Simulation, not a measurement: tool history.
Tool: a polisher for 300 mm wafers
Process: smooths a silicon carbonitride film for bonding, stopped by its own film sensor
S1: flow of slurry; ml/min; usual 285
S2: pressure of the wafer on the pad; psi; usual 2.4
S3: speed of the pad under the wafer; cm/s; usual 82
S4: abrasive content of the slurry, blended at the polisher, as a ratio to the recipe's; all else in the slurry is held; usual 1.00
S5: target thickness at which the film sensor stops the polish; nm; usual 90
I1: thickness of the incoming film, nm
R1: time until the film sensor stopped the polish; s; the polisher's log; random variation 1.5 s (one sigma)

| run | hour | S1 | S2 | S3 | S4 | S5 | I1 | R1 |
|---|---|---|---|---|---|---|---|---|
| 1 | 0.0 | 285 | 2.4 | 82 | 1.00 | 90 | 112.2 | 93.3 |
| 2 | 67.5 | 285 | 2.4 | 82 | 1.00 | 90 | 111.2 | 89.1 |
|  | 112.0 | worn pad replaced by a new one |
| 3 | 126.8 | 285 | 2.4 | 82 | 1.00 | 90 | 108.2 | 77.1 |
|  | 295.7 | slurry blender recalibrated |
| 4 | 326.8 | 285 | 2.4 | 82 | 1.00 | 90 | 110.5 | 92.5 |
|  | 347.7 | head pressure recalibrated |
| 5 | 368.1 | 285 | 2.4 | 82 | 1.00 | 90 | 109.9 | 88.6 |
| 6 | 428.5 | 285 | 2.4 | 82 | 1.00 | 90 | 109.9 | 90.7 |
|  | 472.2 | slurry nozzle cleaned, repeated, since the last time left the tool worse |
| 7 | 478.7 | 285 | 2.4 | 82 | 1.00 | 90 | 108.1 | 69.0 |
| 8 | 522.5 | 205 | 3.0 | 82 | 0.90 | 85 | 110.0 | 89.0 |
|  | 539.0 | worn pad replaced by a new one |
| 9 | 553.3 | 215 | 2.7 | 74 | 1.20 | 90 | 110.7 | 71.6 |
| 10 | 587.9 | 350 | 1.8 | 64 | 1.00 | 85 | 108.6 | 137.0 |
| 11 | 645.6 | 285 | 2.4 | 82 | 1.00 | 90 | 110.3 | 81.0 |
| 12 | 682.8 | 285 | 2.0 | 94 | 1.25 | 95 | 111.7 | 64.1 |
|  | 750.6 | head pressure recalibrated |
| 13 | 754.3 | 235 | 2.8 | 82 | 1.00 | 90 | 111.8 | 78.2 |
|  | 770.5 | slurry blender recalibrated |
| 14 | 791.5 | 285 | 2.4 | 104 | 1.00 | 85 | 109.3 | 85.3 |
| 15 | 834.9 | 330 | 2.2 | 96 | 0.70 | 90 | 111.0 | 112.7 |
| 16 | 903.3 | 285 | 2.4 | 82 | 1.00 | 90 | 110.8 | 81.3 |
| 17 | 965.7 | 235 | 2.8 | 82 | 1.00 | 90 | 109.4 | 69.2 |
|  | 1019.6 | worn pad replaced by a new one |
| 18 | 1029.0 | 205 | 2.4 | 82 | 0.85 | 90 | 109.7 | 94.8 |
| 19 | 1070.5 | 285 | 2.9 | 90 | 0.85 | 97 | 110.0 | 47.2 |
| 20 | 1109.5 | 285 | 1.7 | 106 | 1.00 | 97 | 111.2 | 70.2 |
|  | 1162.5 | slurry nozzle cleaned |
| 21 | 1180.6 | 285 | 2.4 | 82 | 1.00 | 90 | 110.8 | 83.7 |

Run 22 comes next. What will it give?
|  | 1184.1 | head pressure recalibrated |
| 22 | 1207.5 | 205 | 2.4 | 92 | 1.00 | 93 | 108.7 | ? |

{"run 22": {"R1": 61.1}}
Without the tool's hidden state the same run would have given R1 61.0 s.
